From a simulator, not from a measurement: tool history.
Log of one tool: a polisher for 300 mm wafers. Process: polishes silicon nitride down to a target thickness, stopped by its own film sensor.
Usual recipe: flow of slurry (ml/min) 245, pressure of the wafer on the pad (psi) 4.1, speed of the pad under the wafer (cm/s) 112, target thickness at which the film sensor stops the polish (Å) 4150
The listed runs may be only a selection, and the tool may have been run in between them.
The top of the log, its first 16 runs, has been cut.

run,day,flow of slurry (ml/min),pressure of the wafer on the pad (psi),speed of the pad under the wafer (cm/s),target thickness at which the film sensor stops the polish (Å),wafers since the last listed run,wafers polished on this pad,hours since the slurry nozzle was cleaned,hours since the head pressure was calibrated,"incoming thickness of the incoming film, nm",time until the film sensor stopped the polish (s)
17,8.283,245,3.7,112,4150,84,982,85.6,1050.1,560.3,78.9
18,8.933,275,3,94,4150,149,1131,101.2,1065.7,550.4,100.6
19,9.546,205,4.1,150,4150,140,1272,115.9,1080.4,553.6,57.6
20,10.021,245,4.1,112,4150,108,1381,127.3,1091.8,548.6,65.2
21,10.625,310,4.1,140,4150,138,1520,141.8,1106.3,559.7,60.8
# day 10.875: worn pad replaced by a new one
# day 11.121: head pressure recalibrated
22,11.275,245,5.2,88,3860,91,72,157.4,3.7,552.2,64.9
23,11.825,245,3.4,112,3830,126,199,170.6,16.9,551.4,88.3
24,12.521,185,4.1,112,4150,159,358,187.3,33.6,556.5,63
25,12.912,220,5.5,90,4580,89,448,196.7,43,552.4,35.5
26,13.408,245,4.1,112,4150,113,562,208.6,54.9,556.4,61.3
27,13.683,245,3.4,144,4150,63,625,215.2,61.5,550.4,61.8
28,14.104,245,4.1,112,4150,96,722,225.3,71.6,549.6,58.8
29,14.804,245,4.5,112,3880,160,882,242.1,88.4,551.2,65.8
30,15.45,275,4.1,112,4410,148,1030,257.6,103.9,548.6,47.1
31,15.892,245,4.1,112,4150,101,1132,268.2,114.5,554.6,60.8
32,16.55,210,4.9,86,3730,151,1283,284,130.3,548.6,75.9
# day 16.8: worn pad replaced by a new one
33,16.954,245,2.9,112,4530,54,34,293.7,140,551.9,61.7
# day 17.692: slurry nozzle cleaned
34,17.712,245,2.8,112,3790,164,199,0.5,158.2,547,109.4
35,18.046,245,4.1,90,4150,76,275,8.5,166.2,545.8,66.3
36,18.8,225,4.5,112,4150,173,448,26.6,184.3,560.7,58.8
37,19.2,245,4.1,112,4150,91,540,36.2,193.9,540.2,54.9
38,19.583,245,4.1,112,3850,87,628,45.4,203.1,554.2,74.9

Below are 3 alternative next runs, each starting from the tool's condition after run 38. Predict each:
A,19.6,315,4.1,112,4150,3,632,45.8,203.5,539,?
B,19.6,245,4.1,96,4310,3,632,45.8,203.5,539,?
C,19.6,220,4.7,88,4590,3,632,45.8,203.5,539,?

run,time until the film sensor stopped the polish (s)
A,53.4
B,51.6
C,35.3
Stripped of hidden state, with their random variation kept, the same runs would have yielded:
run,time until the film sensor stopped the polish (s)
A,52.7
B,51
C,34.9
